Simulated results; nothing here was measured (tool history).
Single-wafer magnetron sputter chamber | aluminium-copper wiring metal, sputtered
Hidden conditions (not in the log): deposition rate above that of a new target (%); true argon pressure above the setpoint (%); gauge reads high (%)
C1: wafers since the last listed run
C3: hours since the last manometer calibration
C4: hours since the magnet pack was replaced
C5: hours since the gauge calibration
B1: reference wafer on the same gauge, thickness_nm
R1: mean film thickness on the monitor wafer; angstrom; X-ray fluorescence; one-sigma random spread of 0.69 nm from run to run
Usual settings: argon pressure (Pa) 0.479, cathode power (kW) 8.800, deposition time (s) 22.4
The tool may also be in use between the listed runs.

{"run": 1, "day": 0.0, "argon pressure (Pa)": 0.479, "cathode power (kW)": 8.8, "deposition time (s)": 22.4, "C1": 0, "wafers on the sputter target": 2723, "C3": 419.5, "C4": 4827.0, "C5": 990.4, "B1": 305.963, "R1": 3345.98}
{"run": 2, "day": 4.138, "argon pressure (Pa)": 0.479, "cathode power (kW)": 8.8, "deposition time (s)": 22.4, "C1": 4281, "wafers on the sputter target": 7004, "C3": 518.8, "C4": 4926.3, "C5": 1089.7, "B1": 305.994, "R1": 3315.26}
{"run": 3, "day": 6.392, "argon pressure (Pa)": 0.479, "cathode power (kW)": 8.8, "deposition time (s)": 22.4, "C1": 2332, "wafers on the sputter target": 9337, "C3": 572.9, "C4": 4980.4, "C5": 1143.8, "B1": 305.877, "R1": 3301.54}
{"day": 7.008, "done": "sputter target and shields replaced"}
{"run": 4, "day": 10.783, "argon pressure (Pa)": 0.479, "cathode power (kW)": 8.8, "deposition time (s)": 22.4, "C1": 4199, "wafers on the sputter target": 3906, "C3": 678.3, "C4": 5085.8, "C5": 1249.2, "B1": 306.013, "R1": 3345.01}
{"run": 5, "day": 12.792, "argon pressure (Pa)": 0.479, "cathode power (kW)": 10.0, "deposition time (s)": 22.4, "C1": 2078, "wafers on the sputter target": 5984, "C3": 726.5, "C4": 5134.0, "C5": 1297.4, "B1": 305.969, "R1": 3783.95}
{"run": 6, "day": 14.425, "argon pressure (Pa)": 0.479, "cathode power (kW)": 8.8, "deposition time (s)": 22.4, "C1": 1690, "wafers on the sputter target": 7674, "C3": 765.7, "C4": 5173.2, "C5": 1336.6, "B1": 306.068, "R1": 3321.31}
{"day": 17.708, "done": "sputter target and shields replaced"}
{"run": 7, "day": 17.729, "argon pressure (Pa)": 0.479, "cathode power (kW)": 8.8, "deposition time (s)": 22.4, "C1": 3074, "wafers on the sputter target": 20, "C3": 845.0, "C4": 5252.5, "C5": 1415.9, "B1": 306.086, "R1": 3341.6}
{"day": 19.708, "done": "magnet pack replaced, of another model than before"}
{"run": 8, "day": 21.85, "argon pressure (Pa)": 0.596, "cathode power (kW)": 8.8, "deposition time (s)": 20.5, "C1": 3919, "wafers on the sputter target": 3939, "C3": 943.9, "C4": 51.4, "C5": 1514.8, "B1": 305.938, "R1": 2909.45}
{"day": 22.608, "done": "gauge calibrated"}
{"day": 26.212, "done": "sputter target and shields replaced"}
{"run": 9, "day": 26.342, "argon pressure (Pa)": 0.479, "cathode power (kW)": 7.75, "deposition time (s)": 19.2, "C1": 4303, "wafers on the sputter target": 135, "C3": 1051.7, "C4": 159.2, "C5": 89.6, "B1": 305.875, "R1": 2524.05}
{"day": 31.55, "done": "capacitance manometer re-zeroed and calibrated"}
{"run": 10, "day": 32.529, "argon pressure (Pa)": 0.548, "cathode power (kW)": 8.8, "deposition time (s)": 23.8, "C1": 6058, "wafers on the sputter target": 6193, "C3": 23.5, "C4": 307.7, "C5": 238.1, "B1": 305.963, "R1": 3424.44}
{"day": 34.65, "done": "sputter target and shields replaced"}
{"run": 11, "day": 34.671, "argon pressure (Pa)": 0.389, "cathode power (kW)": 9.55, "deposition time (s)": 22.4, "C1": 1871, "wafers on the sputter target": 21, "C3": 74.9, "C4": 359.1, "C5": 289.5, "B1": 305.957, "R1": 3783.55}
{"run": 12, "day": 37.429, "argon pressure (Pa)": 0.34, "cathode power (kW)": 6.85, "deposition time (s)": 21.0, "C1": 2854, "wafers on the sputter target": 2876, "C3": 141.1, "C4": 425.3, "C5": 355.7, "B1": 306.117, "R1": 2575.72}
{"run": 13, "day": 40.675, "argon pressure (Pa)": 0.357, "cathode power (kW)": 10.7, "deposition time (s)": 18.6, "C1": 3358, "wafers on the sputter target": 6235, "C3": 219.0, "C4": 503.2, "C5": 433.6, "B1": 305.849, "R1": 3542.17}
{"day": 43.558, "done": "sputter target and shields replaced"}
{"run": 14, "day": 45.125, "argon pressure (Pa)": 0.479, "cathode power (kW)": 8.8, "deposition time (s)": 20.3, "C1": 4260, "wafers on the sputter target": 1620, "C3": 325.8, "C4": 610.0, "C5": 540.4, "B1": 306.159, "R1": 3038.42}

Run 15 is up next; what results do you expect?
{"run": 15, "day": 48.721, "argon pressure (Pa)": 0.479, "cathode power (kW)": 8.8, "deposition time (s)": 22.4, "C1": 3721, "wafers on the sputter target": 5341, "C3": 412.1, "C4": 696.3, "C5": 626.7, "B1": "?", "R1": "?"}

{"run 15": {"B1": 305.938, "R1": 3330.92}}
Without the tool's hidden state the same run would have given R1 3358.28 angstrom.
